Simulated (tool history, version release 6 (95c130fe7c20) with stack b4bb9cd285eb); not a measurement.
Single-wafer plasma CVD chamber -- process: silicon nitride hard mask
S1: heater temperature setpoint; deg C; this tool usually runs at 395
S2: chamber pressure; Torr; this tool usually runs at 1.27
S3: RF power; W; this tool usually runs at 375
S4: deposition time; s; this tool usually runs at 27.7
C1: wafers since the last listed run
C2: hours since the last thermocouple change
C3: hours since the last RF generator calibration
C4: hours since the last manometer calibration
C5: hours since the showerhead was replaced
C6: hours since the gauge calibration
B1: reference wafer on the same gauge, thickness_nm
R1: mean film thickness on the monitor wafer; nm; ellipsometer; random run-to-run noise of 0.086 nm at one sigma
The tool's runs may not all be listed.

Run 1, hour 0: usual settings but S3 405 W; C1 0; C2 2052.7; C3 766.8; C4 2480.5; C5 3949.2; C6 29; B1 35.47. Result: R1 34.746 nm.
Run 2, hour 17.9: usual settings but S3 405 W; C1 423; C2 2070.6; C3 784.7; C4 2498.4; C5 3967.1; C6 46.9; B1 35.502. Result: R1 34.828 nm.
Run 3, hour 28.6: usual settings but S3 405 W; C1 253; C2 2081.3; C3 795.4; C4 2509.1; C5 3977.8; C6 57.6; B1 35.545. Result: R1 34.854 nm.
Run 4, hour 38.8: usual settings; C1 241; C2 2091.5; C3 805.6; C4 2519.3; C5 3988; C6 67.8; B1 35.475. Result: R1 32.794 nm.
Run 5, hour 45.4: usual settings; C1 156; C2 2098.1; C3 812.2; C4 2525.9; C5 3994.6; C6 74.4; B1 35.542. Result: R1 33.025 nm.
Run 6, hour 62: usual settings; C1 392; C2 2114.7; C3 828.8; C4 2542.5; C5 4011.2; C6 91; B1 35.483. Result: R1 32.914 nm.
At hour 77.9: capacitance manometer re-zeroed and calibrated.
Run 7, hour 78.4: usual settings but S1 389 deg C; C1 198; C2 2131.1; C3 845.2; C4 0.5; C5 4027.6; C6 107.4; B1 35.489. Result: R1 32.986 nm.
Run 8, hour 84.3: usual settings but S1 389 deg C; C1 139; C2 2137; C3 851.1; C4 6.4; C5 4033.5; C6 113.3; B1 35.497. Result: R1 32.851 nm.
At hour 92.3: RF generator calibrated.
At hour 96: thermocouple changed; heater temperature recalibrated.
Run 9, hour 101.4: usual settings but S1 383 deg C, S2 1.43 Torr, S3 350 W, S4 31.9 s; C1 127; C2 5.4; C3 9.1; C4 23.5; C5 4050.6; C6 130.4; B1 35.459. Result: R1 39.475 nm.
Run 10, hour 117.7: usual settings but S1 383 deg C, S2 1.43 Torr, S3 350 W, S4 31.9 s; C1 385; C2 21.7; C3 25.4; C4 39.8; C5 4066.9; C6 146.7; B1 35.484. Result: R1 39.449 nm.
At hour 122.4: gauge calibrated.
At hour 132.6: showerhead replaced.
Run 11, hour 133.1: usual settings but S1 382 deg C, S3 310 W, S4 24.3 s; C1 175; C2 37.1; C3 40.8; C4 55.2; C5 0.5; C6 10.7; B1 35.535. Result: R1 26.212 nm.
Run 12, hour 147.2: usual settings but S1 410 deg C, S2 0.97 Torr, S4 23.9 s; C1 333; C2 51.2; C3 54.9; C4 69.3; C5 14.6; C6 24.8; B1 35.507. Result: R1 26.213 nm.
Run 13, hour 158.5: usual settings but S1 387 deg C, S4 24.1 s; C1 267; C2 62.5; C3 66.2; C4 80.6; C5 25.9; C6 36.1; B1 35.521. Result: R1 29.978 nm.
Run 14, hour 171.4: usual settings but S1 380 deg C; C1 305; C2 75.4; C3 79.1; C4 93.5; C5 38.8; C6 49; B1 35.461. Result: R1 34.212 nm.
Run 15, hour 184.2: usual settings but S4 29.2 s; C1 302; C2 88.2; C3 91.9; C4 106.3; C5 51.6; C6 61.8; B1 35.511. Result: R1 35.973 nm.

3 options for the next run, each taken on its own from the tool as it stands now. Forecast them:
Run A, hour 184.6: usual settings but S1 381 deg C; C1 9; C2 88.6; C3 92.3; C4 106.7; C5 52; C6 62.2; B1 ?. Result: R1 ?.
Run B, hour 184.6: usual settings but S1 403 deg C, S2 1.52 Torr, S3 300 W, S4 31.1 s; C1 9; C2 88.6; C3 92.3; C4 106.7; C5 52; C6 62.2; B1 ?. Result: R1 ?.
Run C, hour 184.6: usual settings but S3 325 W; C1 9; C2 88.6; C3 92.3; C4 106.7; C5 52; C6 62.2; B1 ?. Result: R1 ?.

run      B1      R1
  A  35.507  34.217
  B  35.507  34.357
  C  35.507  30.651
With no hidden state in the tool, these same runs would have given:
run      R1
  A  34.586
  B  34.757
  C  30.997
